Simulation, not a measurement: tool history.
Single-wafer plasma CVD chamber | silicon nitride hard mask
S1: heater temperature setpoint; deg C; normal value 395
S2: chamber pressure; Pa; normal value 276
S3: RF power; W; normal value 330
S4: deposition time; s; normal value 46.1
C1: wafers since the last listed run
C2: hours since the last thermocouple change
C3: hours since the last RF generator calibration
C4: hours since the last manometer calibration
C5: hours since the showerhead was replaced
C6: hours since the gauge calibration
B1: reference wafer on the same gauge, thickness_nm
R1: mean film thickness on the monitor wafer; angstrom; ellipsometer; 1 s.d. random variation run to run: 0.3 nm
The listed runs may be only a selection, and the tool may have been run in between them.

run,hour,S1,S2,S3,S4,C1,C2,C3,C4,C5,C6,B1,R1
1,0.0,395,292,330,46.1,0,168.8,58.3,1142.5,2238.3,2136.3,54.131,597.32
2,50.2,395,276,330,42.7,1076,219.0,108.5,1192.7,2288.5,2186.5,54.090,548.71
3,124.4,395,276,330,42.7,1591,293.2,182.7,1266.9,2362.7,2260.7,54.058,546.58
4,236.0,395,276,330,42.7,2393,404.8,294.3,1378.5,2474.3,2372.3,54.056,546.11
5,307.7,395,276,330,52.2,1537,476.5,366.0,1450.2,2546.0,2444.0,54.058,668.06
# hour 322.0: gauge calibrated
6,390.5,395,276,330,52.2,1775,559.3,448.8,1533.0,2628.8,68.5,54.091,663.56
# hour 456.6: showerhead replaced
7,457.1,395,276,330,46.1,1256,625.9,515.4,1599.6,0.5,135.1,54.095,585.60
8,489.7,384,240,395,51.2,699,658.5,548.0,1632.2,33.1,167.7,54.047,685.32
9,535.0,386,325,360,54.5,971,703.8,593.3,1677.5,78.4,213.0,54.140,783.45
10,572.0,395,276,330,51.8,793,740.8,630.3,1714.5,115.4,250.0,54.040,662.35
11,645.7,395,276,330,46.1,1580,814.5,704.0,1788.2,189.1,323.7,54.222,587.49
12,732.1,395,276,330,46.1,1852,900.9,790.4,1874.6,275.5,410.1,54.154,591.21
13,780.0,395,276,330,46.1,1027,948.8,838.3,1922.5,323.4,458.0,54.071,591.71
14,829.6,395,217,330,46.1,1063,998.4,887.9,1972.1,373.0,507.6,54.039,521.27
15,891.6,395,276,330,46.1,1329,1060.4,949.9,2034.1,435.0,569.6,54.145,589.08
# hour 973.6: capacitance manometer re-zeroed and calibrated
16,982.8,388,276,330,46.1,1784,1151.6,1041.1,9.2,526.2,660.8,54.105,578.16
17,1067.3,404,276,330,38.7,1811,1236.1,1125.6,93.7,610.7,745.3,54.189,488.83
# hour 1118.6: thermocouple changed; heater temperature recalibrated
18,1148.0,399,276,370,46.1,1558,29.4,1206.3,174.4,691.4,826.0,54.108,625.17
19,1214.0,395,321,285,50.7,1415,95.4,1272.3,240.4,757.4,892.0,54.130,621.37
20,1316.0,395,247,385,52.8,2187,197.4,1374.3,342.4,859.4,994.0,54.087,689.89
21,1400.4,395,295,330,46.1,1809,281.8,1458.7,426.8,943.8,1078.4,54.026,602.40
22,1503.8,395,301,295,46.1,2217,385.2,1562.1,530.2,1047.2,1181.8,54.082,569.33
23,1605.4,399,325,330,46.1,2178,486.8,1663.7,631.8,1148.8,1283.4,53.988,618.30
24,1693.2,395,276,370,42.6,1882,574.6,1751.5,719.6,1236.6,1371.2,54.014,583.69
25,1791.5,395,276,330,43.3,2107,672.9,1849.8,817.9,1334.9,1469.5,54.212,552.03
26,1831.7,384,276,330,51.6,862,713.1,1890.0,858.1,1375.1,1509.7,54.010,661.18
27,1937.5,381,233,330,46.1,2268,818.9,1995.8,963.9,1480.9,1615.5,54.077,549.09
28,1975.1,395,276,330,46.1,806,856.5,2033.4,1001.5,1518.5,1653.1,54.158,585.99

4 ways to go on from here, each from the tool as it stands after run 28. What would each give?
A,1975.5,401,276,330,46.1,8,856.9,2033.8,1001.9,1518.9,1653.5,?,?
B,1975.5,395,276,355,46.1,8,856.9,2033.8,1001.9,1518.9,1653.5,?,?
C,1975.5,381,313,365,41.9,8,856.9,2033.8,1001.9,1518.9,1653.5,?,?
D,1975.5,409,251,390,53.6,8,856.9,2033.8,1001.9,1518.9,1653.5,?,?

run,B1,R1
A,54.064,590.53
B,54.064,618.22
C,54.064,602.00
D,54.064,723.71
The same runs, with their run-to-run variation unchanged, on a tool lacking any hidden condition would have given:
run,R1
A,573.10
B,599.97
C,586.79
D,700.72
